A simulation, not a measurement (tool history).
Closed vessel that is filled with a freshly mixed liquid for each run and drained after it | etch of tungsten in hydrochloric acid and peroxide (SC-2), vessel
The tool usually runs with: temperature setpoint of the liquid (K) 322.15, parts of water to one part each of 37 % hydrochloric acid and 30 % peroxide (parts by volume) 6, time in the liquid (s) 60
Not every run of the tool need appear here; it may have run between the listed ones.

run   hour  temperature setpoint of the liquid (K)  parts of water to one part each of 37 % hydrochloric acid and 30 % peroxide (parts by volume)  time in the liquid (s)  wafers since the last listed run  hours since the thermometer was replaced  hours since the chemicals flow meter was replaced  hours since the drum of peroxide was connected  hours since the gauge calibration  read-back film thickness of the tungsten reference wafer, read on the same gauge (nm)  thickness taken off the tungsten on a monitor wafer (angstrom)
  1      0                                  322.15                                                                                              6                      60                                 0                                     283.7                                              454.8                                           251.3                              893.2                                                                                 120.02                                                           242.4
  2   30.3                                  322.15                                                                                              6                      60                              2993                                       314                                              485.1                                           281.6                              923.5                                                                                 119.99                                                           243.6
  3   64.6                                  322.15                                                                                              6                      60                              3388                                     348.3                                              519.4                                           315.9                              957.8                                                                                 119.99                                                           244.1
  4   96.6                                  322.15                                                                                              6                      60                              3160                                     380.3                                              551.4                                           347.9                              989.8                                                                                 120.01                                                           245.1
  5  127.8                                  322.15                                                                                              6                      40                              3081                                     411.5                                              582.6                                           379.1                               1021                                                                                 119.97                                                           163.6
  6  157.5                                  322.15                                                                                              6                      75                              2933                                     441.2                                              612.3                                           408.8                             1050.7                                                                                 120.03                                                           304.7
  7  188.9                                  322.15                                                                                            7.5                      50                              3101                                     472.6                                              643.7                                           440.2                             1082.1                                                                                    120                                                             173
  8  210.8                                  322.15                                                                                              6                      60                              2163                                     494.5                                              665.6                                           462.1                               1104                                                                                    120                                                           246.3
  9  231.2                                  322.15                                                                                              6                      60                              2015                                     514.9                                                686                                           482.5                             1124.4                                                                                 119.99                                                           245.7
 10  252.9                                  322.15                                                                                              6                      60                              2143                                     536.6                                              707.7                                           504.2                             1146.1                                                                                 119.98                                                           246.1
 11  288.6                                  331.65                                                                                              5                      35                              3526                                     572.3                                              743.4                                           539.9                             1181.8                                                                                 119.96                                                           306.5
     310.1  -- thermometer replaced
 12  311.1                                  326.65                                                                                              8                      35                              2123                                         1                                              765.9                                           562.4                             1204.3                                                                                 120.02                                                           150.9
 13  332.4                                  322.15                                                                                              5                      70                              2103                                      22.3                                              787.2                                           583.7                             1225.6                                                                                 119.98                                                           321.6
 14  362.1                                  322.15                                                                                              6                      60                              2933                                        52                                              816.9                                           613.4                             1255.3                                                                                 120.02                                                           241.6
     368.6  -- gauge calibrated
 15  383.6                                  313.65                                                                                              7                      85                              2123                                      73.5                                              838.4                                           634.9                                 15                                                                                 120.01                                                           168.6
     400.2  -- new drum of peroxide connected
 16  415.9                                  328.65                                                                                              6                      60                              3091                                     105.8                                              870.7                                            15.7                               47.3                                                                                 119.99                                                           370.4
 17    449                                  326.65                                                                                              6                      50                              3269                                     138.9                                              903.8                                            48.8                               80.4                                                                                 119.99                                                           271.8
 18  472.1                                  322.15                                                                                              6                      90                              2281                                       162                                              926.9                                            71.9                              103.5                                                                                    120                                                           362.8
 19  499.5                                  322.15                                                                                            4.5                      30                              2706                                     189.4                                              954.3                                            99.3                              130.9                                                                                    120                                                           149.6
 20  528.3                                  326.65                                                                                              8                      75                              2844                                     218.2                                              983.1                                           128.1                              159.7                                                                                 120.02                                                           329.6
     564.6  -- chemicals flow meter replaced
 21  565.1                                  322.15                                                                                              6                      60                              3536                                       255                                                0.5                                           164.9                              196.5                                                                                 120.03                                                           241.6
 22  586.6                                  322.15                                                                                            4.5                      60                              2123                                     276.5                                                 22                                           186.4                                218                                                                                 120.01                                                           300.4
 23  598.9                                  322.15                                                                                              6                      60                              1214                                     288.8                                               34.3                                           198.7                              230.3                                                                                 119.98                                                           244.4
 24  680.5                                  322.15                                                                                              6                      60                              8060                                     370.4                                              115.9                                           280.3                              311.9                                                                                 120.02                                                           245.1
 25  693.5                                  328.65                                                                                              8                      35                              1284                                     383.4                                              128.9                                           293.3                              324.9                                                                                 120.01                                                           173.9
 26  714.5                                  312.65                                                                                              7                      75                              2074                                     404.4                                              149.9                                           314.3                              345.9                                                                                    120                                                           141.7
 27  728.6                                  322.15                                                                                              6                      60                              1392                                     418.5                                                164                                           328.4                                360                                                                                    120                                                             246
 28  835.4                                  316.15                                                                                              7                      90                             10549                                     525.3                                              270.8                                           435.2                              466.8                                                                                    120                                                             219
 29  918.8                                  322.15                                                                                              7                      40                              8238                                     608.7                                              354.2                                           518.6                              550.2                                                                                 120.02                                                           147.4
 30  951.8                                  315.65                                                                                            4.5                      50                              3259                                     641.7                                              387.2                                           551.6                              583.2                                                                                 119.99                                                           163.6
 31  966.1                                  322.15                                                                                            8.5                      90                              1412                                       656                                              401.5                                           565.9                              597.5                                                                                    120                                                           284.1

Consider 3 possible next runs. They are alternatives, not a sequence: every one starts from the tool as it was left by run 31. What does each give?
  A  966.8                                  322.15                                                                                              6                      80                                69                                     656.7                                              402.2                                           566.6                              598.2                                                                                      ?                                                               ?
  B  966.8                                  318.15                                                                                              6                      30                                69                                     656.7                                              402.2                                           566.6                              598.2                                                                                      ?                                                               ?
  C  966.8                                  322.15                                                                                            8.5                      60                                69                                     656.7                                              402.2                                           566.6                              598.2                                                                                      ?                                                               ?

run  read-back film thickness of the tungsten reference wafer, read on the same gauge (nm)  thickness taken off the tungsten on a monitor wafer (angstrom)
  A                                                                                 120.01                                                           331.6
  B                                                                                 120.01                                                            94.9
  C                                                                                 120.01                                                           189.5
Without the tool's unlogged condition, the same runs would have read:
run  thickness taken off the tungsten on a monitor wafer (angstrom)
  A                                                           320.3
  B                                                            91.5
  C                                                             183

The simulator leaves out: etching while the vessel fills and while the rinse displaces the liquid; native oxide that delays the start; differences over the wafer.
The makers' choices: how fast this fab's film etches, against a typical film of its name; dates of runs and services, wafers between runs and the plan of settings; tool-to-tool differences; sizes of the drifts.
